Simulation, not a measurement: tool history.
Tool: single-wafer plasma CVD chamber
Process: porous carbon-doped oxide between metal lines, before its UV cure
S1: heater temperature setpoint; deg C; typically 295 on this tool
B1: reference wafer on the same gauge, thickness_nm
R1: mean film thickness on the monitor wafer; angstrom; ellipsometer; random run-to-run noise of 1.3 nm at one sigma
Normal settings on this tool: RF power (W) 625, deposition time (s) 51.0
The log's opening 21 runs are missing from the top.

run 22 day=54.021 | S1=295 RF_power_(W)=660 deposition_time_(s)=46.1 | B1=297.135 | R1=3010.38
run 23 day=56.717 | S1=304 RF_power_(W)=685 deposition_time_(s)=51.0 | B1=296.815 | R1=3222.86
run 24 day=57.742 | S1=295 RF_power_(W)=625 deposition_time_(s)=51.0 | B1=296.907 | R1=3159.42
run 25 day=58.942 | S1=295 RF_power_(W)=685 deposition_time_(s)=42.9 | B1=296.906 | R1=2897.18
-- day=60.250 RF generator calibrated, repeated, since the last time left the tool worse
run 26 day=61.471 | S1=295 RF_power_(W)=625 deposition_time_(s)=41.6 | B1=297.005 | R1=2711.59
run 27 day=63.975 | S1=288 RF_power_(W)=735 deposition_time_(s)=47.5 | B1=297.072 | R1=3677.91
run 28 day=65.988 | S1=302 RF_power_(W)=575 deposition_time_(s)=56.3 | B1=296.753 | R1=3293.29
run 29 day=67.367 | S1=295 RF_power_(W)=625 deposition_time_(s)=51.0 | B1=296.925 | R1=3340.53
run 30 day=68.662 | S1=295 RF_power_(W)=625 deposition_time_(s)=51.0 | B1=297.109 | R1=3345.08
run 31 day=70.600 | S1=295 RF_power_(W)=625 deposition_time_(s)=51.0 | B1=297.113 | R1=3317.81
-- day=71.917 gauge calibrated
run 32 day=73.100 | S1=289 RF_power_(W)=710 deposition_time_(s)=58.5 | B1=297.081 | R1=4381.70
run 33 day=75.875 | S1=295 RF_power_(W)=625 deposition_time_(s)=51.0 | B1=296.857 | R1=3355.78

What if the next run were any one of these 5? Each begins from the tool's condition after run 33:
run A day=75.892 | S1=295 RF_power_(W)=510 deposition_time_(s)=51.0 | B1=? | R1=?
run B day=75.892 | S1=289 RF_power_(W)=540 deposition_time_(s)=45.7 | B1=? | R1=?
run C day=75.892 | S1=295 RF_power_(W)=550 deposition_time_(s)=46.8 | B1=? | R1=?
run D day=75.892 | S1=295 RF_power_(W)=720 deposition_time_(s)=60.3 | B1=? | R1=?
run E day=75.892 | S1=306 RF_power_(W)=625 deposition_time_(s)=51.0 | B1=? | R1=?

run=A B1=296.930 R1=2809.79
run=B B1=296.930 R1=2753.22
run=C B1=296.930 R1=2753.68
run=D B1=296.930 R1=4367.28
run=E B1=296.930 R1=3106.22
Had the tool no hidden state, the same runs would have come out as:
run=A R1=2817.04
run=B R1=2760.22
run=C R1=2760.68
run=D R1=4377.98
run=E R1=3113.96
